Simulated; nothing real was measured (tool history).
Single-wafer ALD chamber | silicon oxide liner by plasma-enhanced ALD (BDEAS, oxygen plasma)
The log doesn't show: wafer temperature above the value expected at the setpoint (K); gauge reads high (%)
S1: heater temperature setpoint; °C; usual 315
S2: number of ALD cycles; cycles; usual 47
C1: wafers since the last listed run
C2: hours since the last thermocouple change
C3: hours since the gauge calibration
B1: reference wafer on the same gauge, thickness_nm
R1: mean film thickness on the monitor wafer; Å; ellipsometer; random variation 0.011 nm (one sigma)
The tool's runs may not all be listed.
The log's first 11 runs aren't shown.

| run | hour | S1 | S2 | C1 | C2 | C3 | B1 | R1 |
|---|---|---|---|---|---|---|---|---|
| 12 | 969.7 | 326 | 47 | 617 | 2861.8 | 1232.5 | 4.749 | 44.2 |
| 13 | 1076.1 | 315 | 47 | 638 | 2968.2 | 1338.9 | 4.754 | 44.89 |
| 14 | 1161.7 | 319 | 47 | 514 | 3053.8 | 1424.5 | 4.744 | 44.64 |
| 15 | 1267.5 | 319 | 47 | 635 | 3159.6 | 1530.3 | 4.745 | 44.61 |
| 16 | 1343.6 | 319 | 47 | 456 | 3235.7 | 1606.4 | 4.749 | 44.61 |
| 17 | 1429 | 315 | 49 | 512 | 3321.1 | 1691.8 | 4.746 | 46.85 |
|  | 1447.1 | thermocouple changed; heater temperature recalibrated |
| 18 | 1527.4 | 315 | 49 | 542 | 80.3 | 1790.2 | 4.736 | 46.83 |
| 19 | 1580.4 | 315 | 53 | 318 | 133.3 | 1843.2 | 4.745 | 50.6 |
| 20 | 1651.4 | 315 | 54 | 426 | 204.3 | 1914.2 | 4.743 | 51.49 |
| 21 | 1741.2 | 323 | 50 | 539 | 294.1 | 2004 | 4.741 | 47.29 |
| 22 | 1839.7 | 315 | 52 | 591 | 392.6 | 2102.5 | 4.745 | 49.4 |

The next listed run, before its measurement:
| 23 | 1886.7 | 327 | 47 | 282 | 439.6 | 2149.5 | ? | ? |

B1: 4.741
R1: 44.29 Å
Without the tool's hidden state the same run would have given R1 44.85 Å.
